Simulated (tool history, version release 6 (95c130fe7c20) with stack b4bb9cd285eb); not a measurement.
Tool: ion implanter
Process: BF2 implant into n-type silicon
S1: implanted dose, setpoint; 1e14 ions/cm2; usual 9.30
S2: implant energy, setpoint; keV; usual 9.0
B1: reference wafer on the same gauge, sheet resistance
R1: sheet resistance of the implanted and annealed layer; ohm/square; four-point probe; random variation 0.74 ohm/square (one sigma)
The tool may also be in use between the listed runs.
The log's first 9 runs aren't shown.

run,hour,S1,S2,B1,R1
10,621.6,9.30,9.0,192.99,229.78
11,705.5,9.30,9.0,192.90,229.70
12,752.0,9.30,9.0,192.70,231.24
13,799.7,7.53,9.0,193.06,251.86
14,836.8,9.30,6.5,193.01,252.67
15,943.5,9.30,6.5,192.92,253.71
# hour 982.6: Faraday cup replaced and dose calibrated
16,1048.6,9.30,6.5,193.13,248.17
17,1118.0,9.30,9.0,193.11,226.91
18,1165.7,9.30,9.0,192.70,225.57
# hour 1187.2: gauge calibrated
19,1242.6,11.78,9.0,193.21,210.96
# hour 1252.7: extraction supply calibrated
20,1284.8,9.30,10.5,192.99,218.06
21,1337.9,6.82,9.0,193.12,260.78
22,1398.6,9.30,9.0,192.99,226.72
23,1481.2,12.06,12.0,193.02,192.96
24,1573.0,7.22,7.5,193.18,270.02
25,1671.9,8.01,9.0,192.92,241.34
26,1778.5,10.62,11.0,192.97,205.23
27,1875.7,9.30,9.0,193.20,226.65
28,1915.3,11.98,11.5,192.91,196.71
29,1953.3,9.30,9.0,193.21,229.12
30,1994.3,11.38,9.0,193.01,213.15
31,2098.1,9.30,9.0,193.02,229.63
32,2144.9,7.49,6.0,192.89,286.68
33,2244.4,9.30,9.0,192.96,230.97
34,2331.2,6.91,7.5,193.06,279.40

5 ways to go on from here, each from the tool as it stands after run 34. What would each give?
A,2331.6,9.30,9.0,?,?
B,2331.6,6.77,10.0,?,?
C,2331.6,11.57,9.0,?,?
D,2331.6,11.78,7.0,?,?
E,2331.6,10.97,9.0,?,?

run,B1,R1
A,193.14,231.63
B,193.14,258.80
C,193.14,214.80
D,193.14,228.07
E,193.14,218.30
Without the tool's hidden state the same runs would have given:
run,R1
A,227.74
B,253.32
C,212.22
D,225.29
E,215.40

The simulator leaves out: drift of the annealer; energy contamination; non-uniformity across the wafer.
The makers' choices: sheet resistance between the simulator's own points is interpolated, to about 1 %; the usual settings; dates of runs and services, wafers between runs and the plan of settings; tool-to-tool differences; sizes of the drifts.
